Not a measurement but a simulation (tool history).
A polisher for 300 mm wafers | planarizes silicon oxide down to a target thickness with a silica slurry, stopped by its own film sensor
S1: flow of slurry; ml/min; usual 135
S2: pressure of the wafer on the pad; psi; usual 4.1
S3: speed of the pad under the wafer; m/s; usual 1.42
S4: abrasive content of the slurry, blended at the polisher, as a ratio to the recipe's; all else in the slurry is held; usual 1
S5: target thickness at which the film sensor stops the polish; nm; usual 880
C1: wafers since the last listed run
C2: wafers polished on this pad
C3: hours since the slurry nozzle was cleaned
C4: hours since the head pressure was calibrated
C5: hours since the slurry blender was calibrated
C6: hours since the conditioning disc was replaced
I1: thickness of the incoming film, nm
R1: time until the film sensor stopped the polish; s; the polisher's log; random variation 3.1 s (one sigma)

run   hour   S1   S2    S3    S4    S5   C1    C2     C3     C4     C5     C6      I1     R1
  1      0  135  4.1  1.42     1   880    0   302   34.4     91   63.6  232.1  1400.3  182.3
  2     27  135  3.4  1.42     1   880  168   471   61.4    118   90.6  259.1    1414  219.5
  3   57.8  135  3.4  1.42     1   880  192   663   92.2  148.8  121.4  289.9    1410  225.7
  4   84.7  135  4.1   1.1   0.7   880  168   831  119.1  175.7  148.3  316.8  1414.4    296
  5  105.2  135  4.1  1.14     1   880  128   959  139.6  196.2  168.8  337.3  1395.8  215.4
  6  133.7  135  4.1  1.82  0.85   880  178  1137  168.1  224.7  197.3  365.8  1408.6  166.6
  7  146.4  135  4.1  1.78     1   880   79  1216  180.8  237.4    210  378.5  1410.8  150.8
       150  -- slurry blender recalibrated
     152.9  -- worn pad replaced by a new one
  8  160.6  135  4.1  1.42     1   880   58    48    195  251.6   10.6  392.7  1402.1  169.2
  9  173.7  135  4.9  1.42     1   880   81   130  208.1  264.7   23.7  405.8  1418.8  151.7
 10  186.1  135  4.1  1.42     1   880   77   207  220.5  277.1   36.1  418.2  1423.4  180.7
 11  201.2  125  4.1  1.42   1.2   970   94   301  235.6  292.2   51.2  433.3  1393.8  131.3
       215  -- conditioning disc replaced and pad reconditioned
 12  217.8  135  4.1  1.42     1   880   91   393  252.2  308.8   67.8    2.8  1382.2  167.7
 13  238.3  135  4.1  1.42     1   792  128   521  272.7  329.3   88.3   23.3  1414.5  224.5
 14  257.6  105  4.7  1.68   0.9   880  120   641    292  348.6  107.6   42.6  1383.1  153.9
 15  322.9  135  4.1  1.42     1  1023  407  1049  357.3  413.9  172.9  107.9  1412.2    142
     344.4  -- worn pad replaced by a new one
 16  344.9  100  4.1  1.42     1   738  112     3  379.3  435.9  194.9  129.9  1401.2  259.3
 17    378  135  4.1  1.42     1   760  206   209  412.4    469    228    163  1403.2  224.6
     387.2  -- slurry blender recalibrated
 18  395.4  155  4.1  1.42  1.15   880   96   306  429.8  486.4    8.2  180.4  1407.4  156.4
 19  408.5  135  4.1  1.42     1   880   81   388  442.9  499.5   21.3  193.5  1406.4  176.6
 20  439.1  175  3.1  1.58     1  1066  191   579  473.5  530.1   51.9  224.1  1424.7  134.9
 21  451.7  135  5.2  1.62     1   986   78   657  486.1  542.7   64.5  236.7  1418.4  105.9
 22  465.6  120  4.1  1.58  0.75   763   86   744    500  556.6   78.4  250.6  1393.6  254.2
     488.9  -- slurry nozzle cleaned
 23  492.9  135  4.1  1.58  1.15   880  164   908      4  583.9  105.7  277.9  1383.4  155.7
 24  513.5  155  5.2  1.42  0.85   880  128  1037   24.6  604.5  126.3  298.5  1381.6  153.6

The tool's hidden state at each run:
removal rate lost through wear of the pad, %: 0 in every run
slurry flow missing at the pad, %: 0 in every run
deviation of the head's pressure from its setpoint, %: 0 in every run
time polished since the conditioner stopped cutting, s: 0 in every run
H1: abrasive missing from the slurry, %
run    H1
  1  11.9
  2    14
  3  15.6
  4  16.5
  5    17
  6  17.5
  7  17.7
  8  4.39
  9  6.72
 10  8.55
 11  10.4
 12    12
 13  13.6
 14  14.7
 15  16.8
 16  17.2
 17  17.6
 18  3.21
 19  5.61
 20  9.77
 21    11
 22  12.2
 23  13.9
 24  14.8

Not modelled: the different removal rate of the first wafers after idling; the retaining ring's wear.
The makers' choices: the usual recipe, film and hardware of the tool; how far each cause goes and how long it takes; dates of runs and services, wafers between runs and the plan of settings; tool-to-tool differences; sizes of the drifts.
